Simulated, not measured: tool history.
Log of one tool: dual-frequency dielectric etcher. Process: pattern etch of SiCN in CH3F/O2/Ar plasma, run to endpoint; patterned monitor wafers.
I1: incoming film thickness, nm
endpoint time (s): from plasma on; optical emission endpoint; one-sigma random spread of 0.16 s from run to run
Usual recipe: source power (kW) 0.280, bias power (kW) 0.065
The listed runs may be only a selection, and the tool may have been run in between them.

run 1 hour=0.0 | source_power_(kW)=0.310 bias_power_(kW)=0.077 | I1=7.56 | endpoint_time_(s)=21.4
run 2 hour=67.8 | source_power_(kW)=0.280 bias_power_(kW)=0.065 | I1=7.65 | endpoint_time_(s)=23.3
run 3 hour=141.4 | source_power_(kW)=0.280 bias_power_(kW)=0.065 | I1=7.56 | endpoint_time_(s)=23.2
run 4 hour=219.2 | source_power_(kW)=0.280 bias_power_(kW)=0.074 | I1=7.59 | endpoint_time_(s)=22.6
run 5 hour=297.4 | source_power_(kW)=0.280 bias_power_(kW)=0.074 | I1=7.65 | endpoint_time_(s)=22.3
run 6 hour=348.8 | source_power_(kW)=0.260 bias_power_(kW)=0.065 | I1=7.57 | endpoint_time_(s)=23.5
-- hour=421.7 wet clean of the chamber
run 7 hour=422.2 | source_power_(kW)=0.330 bias_power_(kW)=0.065 | I1=7.58 | endpoint_time_(s)=21.6
run 8 hour=525.5 | source_power_(kW)=0.230 bias_power_(kW)=0.065 | I1=7.60 | endpoint_time_(s)=24.9
run 9 hour=602.0 | source_power_(kW)=0.230 bias_power_(kW)=0.065 | I1=7.64 | endpoint_time_(s)=25.0
run 10 hour=671.3 | source_power_(kW)=0.230 bias_power_(kW)=0.065 | I1=7.65 | endpoint_time_(s)=25.3
run 11 hour=774.9 | source_power_(kW)=0.280 bias_power_(kW)=0.070 | I1=7.53 | endpoint_time_(s)=22.6
-- hour=869.0 bias power generator calibrated
run 12 hour=872.7 | source_power_(kW)=0.280 bias_power_(kW)=0.070 | I1=7.59 | endpoint_time_(s)=22.8
run 13 hour=939.1 | source_power_(kW)=0.280 bias_power_(kW)=0.070 | I1=7.58 | endpoint_time_(s)=22.9
run 14 hour=984.0 | source_power_(kW)=0.280 bias_power_(kW)=0.054 | I1=7.68 | endpoint_time_(s)=24.9
run 15 hour=1088.7 | source_power_(kW)=0.260 bias_power_(kW)=0.059 | I1=7.60 | endpoint_time_(s)=24.7
-- hour=1145.7 wet clean of the chamber
run 16 hour=1193.7 | source_power_(kW)=0.260 bias_power_(kW)=0.053 | I1=7.68 | endpoint_time_(s)=25.9
-- hour=1270.5 source power generator calibrated
run 17 hour=1284.9 | source_power_(kW)=0.350 bias_power_(kW)=0.054 | I1=7.62 | endpoint_time_(s)=22.9
run 18 hour=1342.1 | source_power_(kW)=0.280 bias_power_(kW)=0.065 | I1=7.56 | endpoint_time_(s)=23.1
run 19 hour=1381.4 | source_power_(kW)=0.280 bias_power_(kW)=0.065 | I1=7.66 | endpoint_time_(s)=23.8
run 20 hour=1421.9 | source_power_(kW)=0.320 bias_power_(kW)=0.080 | I1=7.61 | endpoint_time_(s)=20.6
run 21 hour=1479.4 | source_power_(kW)=0.260 bias_power_(kW)=0.078 | I1=7.60 | endpoint_time_(s)=22.5
run 22 hour=1580.9 | source_power_(kW)=0.280 bias_power_(kW)=0.075 | I1=7.60 | endpoint_time_(s)=22.3
run 23 hour=1659.2 | source_power_(kW)=0.300 bias_power_(kW)=0.050 | I1=7.60 | endpoint_time_(s)=24.9
-- hour=1706.2 upper electrode replaced
run 24 hour=1724.8 | source_power_(kW)=0.260 bias_power_(kW)=0.077 | I1=7.64 | endpoint_time_(s)=22.8
-- hour=1938.1 wet clean of the chamber
run 25 hour=1945.3 | source_power_(kW)=0.280 bias_power_(kW)=0.076 | I1=7.64 | endpoint_time_(s)=22.1
run 26 hour=2033.8 | source_power_(kW)=0.310 bias_power_(kW)=0.076 | I1=7.61 | endpoint_time_(s)=21.4
run 27 hour=2128.4 | source_power_(kW)=0.280 bias_power_(kW)=0.077 | I1=7.64 | endpoint_time_(s)=22.4
run 28 hour=2231.9 | source_power_(kW)=0.240 bias_power_(kW)=0.074 | I1=7.61 | endpoint_time_(s)=23.7

Run 29 is up next; what results do you expect?
run 29 hour=2336.4 | source_power_(kW)=0.250 bias_power_(kW)=0.056 | I1=7.62 | endpoint_time_(s)=?

endpoint time (s): 25.6
On a tool with no hidden condition, and with the same random variation, this run would have come out at endpoint time (s) 25.6.
